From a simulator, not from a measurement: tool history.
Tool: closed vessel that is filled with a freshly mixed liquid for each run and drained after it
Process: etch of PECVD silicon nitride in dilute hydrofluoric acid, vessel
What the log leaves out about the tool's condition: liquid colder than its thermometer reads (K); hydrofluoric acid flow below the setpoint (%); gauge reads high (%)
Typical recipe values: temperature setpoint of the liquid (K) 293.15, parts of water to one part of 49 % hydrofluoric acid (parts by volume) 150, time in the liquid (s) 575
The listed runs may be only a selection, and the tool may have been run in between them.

run,hour,temperature setpoint of the liquid (K),parts of water to one part of 49 % hydrofluoric acid (parts by volume),time in the liquid (s),wafers since the last listed run,hours since the thermometer was replaced,hours since the hydrofluoric acid flow meter was replaced,hours since the gauge calibration,"read-back film thickness of the PECVD silicon nitride reference wafer, read on the same gauge (nm)",thickness taken off the PECVD silicon nitride on a monitor wafer (nm)
1,0.0,293.15,205,575,0,44.7,23.0,53.2,89.93,10.79
2,66.1,293.15,150,575,4287,110.8,89.1,119.3,89.95,14.69
3,119.6,293.15,150,575,3470,164.3,142.6,172.8,89.98,14.65
4,160.3,293.15,150,575,2640,205.0,183.3,213.5,90.00,14.73
5,228.5,293.15,110,575,4423,273.2,251.5,281.7,90.04,19.97
6,271.4,293.15,150,575,2782,316.1,294.4,324.6,90.08,14.72
7,340.2,293.15,150,575,4462,384.9,363.2,393.4,90.14,14.63
8,404.4,293.15,150,575,4164,449.1,427.4,457.6,90.20,14.69
9,465.5,293.15,150,575,3963,510.2,488.5,518.7,90.32,14.69
10,513.1,293.15,150,575,3087,557.8,536.1,566.3,90.36,14.75
11,560.0,295.65,195,575,3042,604.7,583.0,613.2,90.40,13.38
12,588.1,295.65,195,575,1822,632.8,611.1,641.3,90.50,13.44
13,643.8,295.65,195,575,3613,688.5,666.8,697.0,90.63,13.40
14,706.2,293.15,150,405,4047,750.9,729.2,759.4,90.73,10.41
# hour 758.9: thermometer replaced
15,763.9,293.15,150,405,3677,5.0,786.9,817.1,90.83,10.47
16,803.2,297.65,175,810,2549,44.3,826.2,856.4,90.98,24.03
17,860.9,293.15,150,575,3742,102.0,883.9,914.1,91.07,14.94
18,925.4,295.65,150,300,4183,166.5,948.4,978.6,91.20,9.10
# hour 958.2: gauge calibrated
19,987.1,293.15,115,725,4002,228.2,1010.1,28.9,90.07,24.05
20,1013.9,293.15,115,575,1738,255.0,1036.9,55.7,90.08,18.95
21,1072.8,291.15,180,700,3820,313.9,1095.8,114.6,90.10,13.04
# hour 1093.1: hydrofluoric acid flow meter replaced
22,1099.8,291.15,80,250,1686,340.9,6.7,141.6,90.08,10.21
23,1159.7,296.65,150,320,3885,400.8,66.6,201.5,90.15,10.27
24,1206.7,293.15,125,265,3048,447.8,113.6,248.5,90.17,8.10
25,1267.6,290.65,110,820,3950,508.7,174.5,309.4,90.23,23.95
26,1324.6,293.15,150,575,3697,565.7,231.5,366.4,90.26,14.81
27,1472.1,293.15,210,840,9567,713.2,379.0,513.9,90.46,15.56
# hour 1501.6: thermometer replaced
28,1541.1,293.15,150,575,4410,39.5,448.0,582.9,90.54,14.73
29,1594.3,290.15,170,575,3450,92.7,501.2,636.1,90.63,10.74
30,1654.7,293.15,150,575,3917,153.1,561.6,696.5,90.76,14.75
31,1711.4,293.15,210,575,3677,209.8,618.3,753.2,90.87,10.65
32,1781.5,290.15,110,575,4547,279.9,688.4,823.3,91.01,16.23

Forecast each of these 4 alternatives for the next run:
A,1782.3,293.15,170,575,51,280.7,689.2,824.1,?,?
B,1782.3,293.15,150,695,51,280.7,689.2,824.1,?,?
C,1782.3,290.15,185,575,51,280.7,689.2,824.1,?,?
D,1782.3,293.15,90,740,51,280.7,689.2,824.1,?,?

run,"read-back film thickness of the PECVD silicon nitride reference wafer, read on the same gauge (nm)",thickness taken off the PECVD silicon nitride on a monitor wafer (nm)
A,90.98,13.06
B,90.98,17.83
C,90.98,9.84
D,90.98,31.24
What these runs would have given with no unlogged condition in the tool:
run,thickness taken off the PECVD silicon nitride on a monitor wafer (nm)
A,12.91
B,17.63
C,9.73
D,30.89

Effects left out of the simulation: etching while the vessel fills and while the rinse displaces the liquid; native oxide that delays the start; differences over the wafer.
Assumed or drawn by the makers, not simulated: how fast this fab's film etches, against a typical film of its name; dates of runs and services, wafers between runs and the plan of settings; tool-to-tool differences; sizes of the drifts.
